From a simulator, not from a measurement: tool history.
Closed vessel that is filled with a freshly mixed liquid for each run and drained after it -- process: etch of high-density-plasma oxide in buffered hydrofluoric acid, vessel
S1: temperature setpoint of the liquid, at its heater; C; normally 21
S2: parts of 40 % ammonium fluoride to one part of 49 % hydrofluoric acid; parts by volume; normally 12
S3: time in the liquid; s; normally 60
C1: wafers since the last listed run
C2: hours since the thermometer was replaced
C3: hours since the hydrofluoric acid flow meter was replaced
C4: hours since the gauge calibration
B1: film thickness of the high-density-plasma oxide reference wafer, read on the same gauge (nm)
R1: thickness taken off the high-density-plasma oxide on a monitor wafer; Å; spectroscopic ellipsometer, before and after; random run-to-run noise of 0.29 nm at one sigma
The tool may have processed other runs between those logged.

{"run": 1, "day": 0.0, "S1": 24, "S2": 10, "S3": 60, "C1": 0, "C2": 1212.4, "C3": 880.6, "C4": 385.2, "B1": 50.05, "R1": 1106.7}
{"run": 2, "day": 1.4, "S1": 21, "S2": 14.5, "S3": 60, "C1": 4793, "C2": 1246, "C3": 914.2, "C4": 418.8, "B1": 50, "R1": 658.3}
{"run": 3, "day": 3.888, "S1": 21, "S2": 14.5, "S3": 60, "C1": 8517, "C2": 1305.7, "C3": 973.9, "C4": 478.5, "B1": 49.98, "R1": 655.2}
{"run": 4, "day": 6.538, "S1": 21, "S2": 10.5, "S3": 60, "C1": 9073, "C2": 1369.3, "C3": 1037.5, "C4": 542.1, "B1": 50.02, "R1": 896.2}
{"run": 5, "day": 7.883, "S1": 21, "S2": 10.5, "S3": 60, "C1": 4608, "C2": 1401.6, "C3": 1069.8, "C4": 574.4, "B1": 50.01, "R1": 901.4}
{"run": 6, "day": 10.529, "S1": 21, "S2": 12, "S3": 85, "C1": 9059, "C2": 1465.1, "C3": 1133.3, "C4": 637.9, "B1": 50.01, "R1": 1120}
{"run": 7, "day": 13.229, "S1": 21, "S2": 12, "S3": 85, "C1": 9245, "C2": 1529.9, "C3": 1198.1, "C4": 702.7, "B1": 50.01, "R1": 1127.8}
{"run": 8, "day": 14.612, "S1": 21, "S2": 12, "S3": 85, "C1": 4736, "C2": 1563.1, "C3": 1231.3, "C4": 735.9, "B1": 49.97, "R1": 1122.8}
{"run": 9, "day": 15.875, "S1": 21, "S2": 12, "S3": 60, "C1": 4322, "C2": 1593.4, "C3": 1261.6, "C4": 766.2, "B1": 50.01, "R1": 793.2}
{"run": 10, "day": 18.204, "S1": 21, "S2": 12, "S3": 60, "C1": 7975, "C2": 1649.3, "C3": 1317.5, "C4": 822.1, "B1": 49.98, "R1": 787.2}
{"run": 11, "day": 19.521, "S1": 21, "S2": 12, "S3": 60, "C1": 4508, "C2": 1680.9, "C3": 1349.1, "C4": 853.7, "B1": 49.94, "R1": 790.9}
{"day": 19.608, "done": "hydrofluoric acid flow meter replaced"}
{"day": 21.158, "done": "gauge calibrated"}
{"run": 12, "day": 22.092, "S1": 21, "S2": 12, "S3": 60, "C1": 8660, "C2": 1742.6, "C3": 59.6, "C4": 22.4, "B1": 49.96, "R1": 779.7}
{"run": 13, "day": 23.929, "S1": 21, "S2": 12, "S3": 40, "C1": 6291, "C2": 1786.7, "C3": 103.7, "C4": 66.5, "B1": 50, "R1": 520}
{"run": 14, "day": 25.354, "S1": 21, "S2": 12, "S3": 40, "C1": 4879, "C2": 1820.9, "C3": 137.9, "C4": 100.7, "B1": 50.01, "R1": 520.6}
{"run": 15, "day": 26.662, "S1": 21, "S2": 12, "S3": 40, "C1": 4479, "C2": 1852.3, "C3": 169.3, "C4": 132.1, "B1": 49.99, "R1": 520.1}
{"run": 16, "day": 29.588, "S1": 24, "S2": 7.5, "S3": 85, "C1": 10015, "C2": 1922.5, "C3": 239.5, "C4": 202.3, "B1": 50.06, "R1": 2024.5}
{"run": 17, "day": 32.362, "S1": 23.5, "S2": 14, "S3": 80, "C1": 9501, "C2": 1989.1, "C3": 306.1, "C4": 268.9, "B1": 50.03, "R1": 1029.6}
{"run": 18, "day": 34.871, "S1": 21, "S2": 12, "S3": 60, "C1": 8588, "C2": 2049.3, "C3": 366.3, "C4": 329.1, "B1": 49.97, "R1": 784.4}
{"run": 19, "day": 35.921, "S1": 17, "S2": 7.5, "S3": 60, "C1": 3595, "C2": 2074.5, "C3": 391.5, "C4": 354.3, "B1": 50.01, "R1": 977.2}
{"run": 20, "day": 37.962, "S1": 21, "S2": 12, "S3": 40, "C1": 6990, "C2": 2123.5, "C3": 440.5, "C4": 403.3, "B1": 49.99, "R1": 524}
{"run": 21, "day": 39.567, "S1": 17, "S2": 14.5, "S3": 30, "C1": 5492, "C2": 2162, "C3": 479, "C4": 441.8, "B1": 49.96, "R1": 259.6}
{"run": 22, "day": 41.562, "S1": 21, "S2": 12, "S3": 60, "C1": 6834, "C2": 2209.9, "C3": 526.9, "C4": 489.7, "B1": 50.01, "R1": 785.1}
{"run": 23, "day": 43.204, "S1": 21, "S2": 12, "S3": 75, "C1": 5621, "C2": 2249.3, "C3": 566.3, "C4": 529.1, "B1": 50.02, "R1": 976.8}
{"day": 44.908, "done": "thermometer replaced"}
{"run": 24, "day": 44.929, "S1": 21, "S2": 10.5, "S3": 75, "C1": 5763, "C2": 0.5, "C3": 607.7, "C4": 570.5, "B1": 50.04, "R1": 1122.1}
{"run": 25, "day": 45.992, "S1": 21, "S2": 12, "S3": 60, "C1": 3638, "C2": 26, "C3": 633.2, "C4": 596, "B1": 49.99, "R1": 789.8}
{"run": 26, "day": 47.296, "S1": 24, "S2": 10, "S3": 60, "C1": 4465, "C2": 57.3, "C3": 664.5, "C4": 627.3, "B1": 49.99, "R1": 1104.3}

Expected results for the next run?
{"run": 27, "day": 48.808, "S1": 21, "S2": 13.5, "S3": 60, "C1": 5179, "C2": 93.6, "C3": 700.8, "C4": 663.6, "B1": "?", "R1": "?"}

{"run 27": {"B1": 49.99, "R1": 700.2}}
With no hidden state in the tool, this same run would have given R1 692.2 Å.
